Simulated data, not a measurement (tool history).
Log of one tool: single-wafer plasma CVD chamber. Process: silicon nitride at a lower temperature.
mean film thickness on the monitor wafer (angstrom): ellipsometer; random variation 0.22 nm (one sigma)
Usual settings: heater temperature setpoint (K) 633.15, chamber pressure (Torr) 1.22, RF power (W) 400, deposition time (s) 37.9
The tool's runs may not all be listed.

run   hour  heater temperature setpoint (K)  chamber pressure (Torr)  RF power (W)  deposition time (s)  wafers since the last listed run  hours since the last thermocouple change  hours since the last RF generator calibration  hours since the last manometer calibration  hours since the showerhead was replaced  hours since the gauge calibration  read-back reference wafer on the same gauge, thickness_nm  mean film thickness on the monitor wafer (angstrom)
  1      0                           633.15                     1.22           400                 40.6                                 0                                     889.9                                          914.1                                       713.3                                   4202.7                               81.5                                                     39.708                                               497.32
  2   40.6                           633.15                     1.22           400                 40.6                               630                                     930.5                                          954.7                                       753.9                                   4243.3                              122.1                                                     39.706                                                498.3
  3  105.5                           633.15                     1.22           400                 40.6                              1007                                     995.4                                         1019.6                                       818.8                                   4308.2                                187                                                     39.721                                               494.76
  4  157.1                           633.15                     1.22           400                 37.9                               801                                      1047                                         1071.2                                       870.4                                   4359.8                              238.6                                                     39.741                                               461.63
  5  187.6                           633.15                     1.22           455                 43.7                               473                                    1077.5                                         1101.7                                       900.9                                   4390.3                              269.1                                                     39.724                                               565.49
  6  239.5                           633.15                     1.22           400                 37.9                               805                                    1129.4                                         1153.6                                       952.8                                   4442.2                                321                                                     39.642                                               464.85
  7  267.7                           633.15                     1.22           400                 37.9                               437                                    1157.6                                         1181.8                                         981                                   4470.4                              349.2                                                     39.709                                               461.84
  8  302.6                           633.15                     1.22           425                 37.9                               541                                    1192.5                                         1216.7                                      1015.9                                   4505.3                              384.1                                                     39.729                                               476.09
  9  346.7                           633.15                     1.22           375                 37.9                               684                                    1236.6                                         1260.8                                        1060                                   4549.4                              428.2                                                      39.68                                               452.91
 10  381.1                           627.15                     1.22           400                 39.7                               534                                      1271                                         1295.2                                      1094.4                                   4583.8                              462.6                                                       39.7                                               483.47
 11    417                           627.15                     1.22           400                 39.7                               557                                    1306.9                                         1331.1                                      1130.3                                   4619.7                              498.5                                                     39.692                                               485.15
       426  -- thermocouple changed; heater temperature recalibrated
 12  463.1                           627.15                     1.22           400                 39.7                               591                                      37.1                                         1377.2                                      1176.4                                   4665.8                              544.6                                                      39.69                                               488.62
     486.9  -- capacitance manometer re-zeroed and calibrated
 13  529.9                           633.15                     1.22           400                 37.9                               913                                     103.9                                           1444                                          43                                   4732.6                              611.4                                                     39.717                                               459.29
     552.9  -- gauge calibrated
     575.2  -- showerhead replaced
 14  575.7                           621.15                     1.22           400                 37.9                               586                                     149.7                                         1489.8                                        88.8                                      0.5                               22.8                                                     39.731                                                461.9
 15    643                           625.15                     1.22           365                 37.9                              1044                                       217                                         1557.1                                       156.1                                     67.8                               90.1                                                     39.732                                               443.88
 16  677.4                           624.15                     1.22           345                 30.7                               534                                     251.4                                         1591.5                                       190.5                                    102.2                              124.5                                                     39.687                                               350.91
     707.1  -- RF generator calibrated
 17  707.6                           633.15                     1.22           475                 42.6                               344                                     281.6                                            0.5                                       220.7                                    132.4                              154.7                                                       39.7                                               563.64
 18  736.7                           633.15                     1.22           400                 37.9                               451                                     310.7                                           29.6                                       249.8                                    161.5                              183.8                                                     39.734                                               464.31

The next listed run, before its measurement:
 19  764.1                           633.15                     1.44           400                 42.4                               425                                     338.1                                             57                                       277.2                                    188.9                              211.2                                                          ?                                                    ?

read-back reference wafer on the same gauge, thickness_nm: 39.723
mean film thickness on the monitor wafer (angstrom): 543.8
Without the tool's hidden state the same run would have given mean film thickness on the monitor wafer (angstrom) 543.8.

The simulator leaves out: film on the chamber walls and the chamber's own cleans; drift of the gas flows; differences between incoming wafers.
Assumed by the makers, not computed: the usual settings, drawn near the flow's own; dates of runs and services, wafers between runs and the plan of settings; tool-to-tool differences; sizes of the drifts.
